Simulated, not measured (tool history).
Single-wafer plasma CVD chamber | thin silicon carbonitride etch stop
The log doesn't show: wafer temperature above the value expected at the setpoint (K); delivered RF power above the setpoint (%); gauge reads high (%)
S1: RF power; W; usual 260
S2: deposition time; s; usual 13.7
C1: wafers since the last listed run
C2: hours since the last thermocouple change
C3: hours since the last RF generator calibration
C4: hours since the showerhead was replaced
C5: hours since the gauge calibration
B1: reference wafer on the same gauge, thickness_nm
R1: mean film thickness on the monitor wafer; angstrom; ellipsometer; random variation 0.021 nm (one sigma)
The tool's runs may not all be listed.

Run 1, hour 0: usual settings; C1 0; C2 2216.4; C3 1403.1; C4 6896.1; C5 493; B1 7.352. Result: R1 83.47 angstrom.
Run 2, hour 17.2: usual settings; C1 406; C2 2233.6; C3 1420.3; C4 6913.3; C5 510.2; B1 7.353. Result: R1 83.75 angstrom.
Run 3, hour 47.8: usual settings; C1 722; C2 2264.2; C3 1450.9; C4 6943.9; C5 540.8; B1 7.344. Result: R1 83.29 angstrom.
Run 4, hour 69.6: usual settings; C1 515; C2 2286; C3 1472.7; C4 6965.7; C5 562.6; B1 7.349. Result: R1 83.55 angstrom.
Run 5, hour 105.4: usual settings; C1 845; C2 2321.8; C3 1508.5; C4 7001.5; C5 598.4; B1 7.349. Result: R1 83.71 angstrom.
Run 6, hour 126.4: usual settings; C1 496; C2 2342.8; C3 1529.5; C4 7022.5; C5 619.4; B1 7.344. Result: R1 83.63 angstrom.
Run 7, hour 193.7: usual settings; C1 1589; C2 2410.1; C3 1596.8; C4 7089.8; C5 686.7; B1 7.35. Result: R1 83.41 angstrom.
At hour 222.6: showerhead replaced.
Run 8, hour 227.8: usual settings; C1 616; C2 2444.2; C3 1630.9; C4 5.2; C5 720.8; B1 7.348. Result: R1 83.14 angstrom.
Run 9, hour 249.9: usual settings but S2 13 s; C1 522; C2 2466.3; C3 1653; C4 27.3; C5 742.9; B1 7.347. Result: R1 78.9 angstrom.
Run 10, hour 274.6: usual settings but S2 13 s; C1 583; C2 2491; C3 1677.7; C4 52; C5 767.6; B1 7.354. Result: R1 79.35 angstrom.
Run 11, hour 294.5: usual settings; C1 470; C2 2510.9; C3 1697.6; C4 71.9; C5 787.5; B1 7.35. Result: R1 83.48 angstrom.
Run 12, hour 319.8: usual settings; C1 597; C2 2536.2; C3 1722.9; C4 97.2; C5 812.8; B1 7.353. Result: R1 83.19 angstrom.
At hour 339.9: gauge calibrated.
Run 13, hour 355.5: usual settings; C1 843; C2 2571.9; C3 1758.6; C4 132.9; C5 15.6; B1 7.352. Result: R1 82.71 angstrom.
Run 14, hour 370.4: usual settings; C1 352; C2 2586.8; C3 1773.5; C4 147.8; C5 30.5; B1 7.343. Result: R1 83.09 angstrom.
Run 15, hour 394.5: usual settings; C1 569; C2 2610.9; C3 1797.6; C4 171.9; C5 54.6; B1 7.35. Result: R1 83.2 angstrom.
At hour 413.6: RF generator calibrated.
At hour 421.3: thermocouple changed; heater temperature recalibrated.
Run 16, hour 421.8: usual settings but S1 215 W, S2 11.3 s; C1 273; C2 0.5; C3 8.2; C4 199.2; C5 81.9; B1 7.351. Result: R1 65.55 angstrom.
Run 17, hour 436.8: usual settings but S1 240 W, S2 12.5 s; C1 354; C2 15.5; C3 23.2; C4 214.2; C5 96.9; B1 7.346. Result: R1 74.92 angstrom.
Run 18, hour 467.2: usual settings but S1 225 W; C1 718; C2 45.9; C3 53.6; C4 244.6; C5 127.3; B1 7.349. Result: R1 80.6 angstrom.
Run 19, hour 488.8: usual settings but S1 290 W; C1 510; C2 67.5; C3 75.2; C4 266.2; C5 148.9; B1 7.356. Result: R1 87.77 angstrom.
Run 20, hour 504.4: usual settings; C1 368; C2 83.1; C3 90.8; C4 281.8; C5 164.5; B1 7.348. Result: R1 84.64 angstrom.
Run 21, hour 535.1: usual settings; C1 725; C2 113.8; C3 121.5; C4 312.5; C5 195.2; B1 7.351. Result: R1 84.82 angstrom.
Run 22, hour 561.4: usual settings but S1 220 W, S2 11.1 s; C1 621; C2 140.1; C3 147.8; C4 338.8; C5 221.5; B1 7.351. Result: R1 65.09 angstrom.
Run 23, hour 581.2: usual settings but S2 12.4 s; C1 467; C2 159.9; C3 167.6; C4 358.6; C5 241.3; B1 7.346. Result: R1 76.91 angstrom.
Run 24, hour 607.1: usual settings but S1 310 W, S2 16.3 s; C1 611; C2 185.8; C3 193.5; C4 384.5; C5 267.2; B1 7.346. Result: R1 106.86 angstrom.
Run 25, hour 640.8: usual settings; C1 796; C2 219.5; C3 227.2; C4 418.2; C5 300.9; B1 7.348. Result: R1 84.67 angstrom.
Run 26, hour 653.7: usual settings but S1 220 W, S2 11.5 s; C1 304; C2 232.4; C3 240.1; C4 431.1; C5 313.8; B1 7.349. Result: R1 67.19 angstrom.
Run 27, hour 688.2: usual settings but S1 215 W, S2 16.1 s; C1 815; C2 266.9; C3 274.6; C4 465.6; C5 348.3; B1 7.356. Result: R1 93.45 angstrom.
Run 28, hour 715.6: usual settings; C1 647; C2 294.3; C3 302; C4 493; C5 375.7; B1 7.344. Result: R1 84.51 angstrom.
Run 29, hour 743.2: usual settings but S2 14.8 s; C1 652; C2 321.9; C3 329.6; C4 520.6; C5 403.3; B1 7.349. Result: R1 91.13 angstrom.
Run 30, hour 775.1: usual settings but S1 285 W, S2 14.8 s; C1 753; C2 353.8; C3 361.5; C4 552.5; C5 435.2; B1 7.35. Result: R1 94.1 angstrom.
Run 31, hour 799.7: usual settings; C1 581; C2 378.4; C3 386.1; C4 577.1; C5 459.8; B1 7.348. Result: R1 84.67 angstrom.
Run 32, hour 826: usual settings but S1 240 W, S2 11.9 s; C1 621; C2 404.7; C3 412.4; C4 603.4; C5 486.1; B1 7.355. Result: R1 71.76 angstrom.
Run 33, hour 859.6: usual settings but S1 310 W; C1 793; C2 438.3; C3 446; C4 637; C5 519.7; B1 7.353. Result: R1 89.2 angstrom.
Run 34, hour 879.7: usual settings but S1 300 W, S2 12.9 s; C1 474; C2 458.4; C3 466.1; C4 657.1; C5 539.8; B1 7.353. Result: R1 83.28 angstrom.
Run 35, hour 902.5: usual settings but S1 305 W; C1 538; C2 481.2; C3 488.9; C4 679.9; C5 562.6; B1 7.35. Result: R1 88.62 angstrom.
Run 36, hour 929: usual settings but S1 210 W, S2 15.1 s; C1 626; C2 507.7; C3 515.4; C4 706.4; C5 589.1; B1 7.352. Result: R1 86.6 angstrom.

What the log doesn't show, run by run:
wafer temperature above the value expected at the setpoint (K): 0 in every run
gauge reads high (%): 0 in every run
H1: delivered RF power above the setpoint (%)
run       H1
  1    -3.44
  2    -3.52
  3    -3.67
  4    -3.78
  5    -3.96
  6    -4.07
  7    -4.42
  8    -4.61
  9    -4.73
 10    -4.87
 11    -4.99
 12    -5.13
 13    -5.34
 14    -5.43
 15    -5.58
 16  -0.0779
 17  -0.0787
 18  -0.0826
 19  -0.0873
 20  -0.0917
 21   -0.103
 22   -0.115
 23   -0.125
 24   -0.141
 25   -0.165
 26   -0.175
 27   -0.206
 28   -0.232
 29   -0.262
 30   -0.299
 31    -0.33
 32   -0.366
 33   -0.415
 34   -0.446
 35   -0.483
 36   -0.528

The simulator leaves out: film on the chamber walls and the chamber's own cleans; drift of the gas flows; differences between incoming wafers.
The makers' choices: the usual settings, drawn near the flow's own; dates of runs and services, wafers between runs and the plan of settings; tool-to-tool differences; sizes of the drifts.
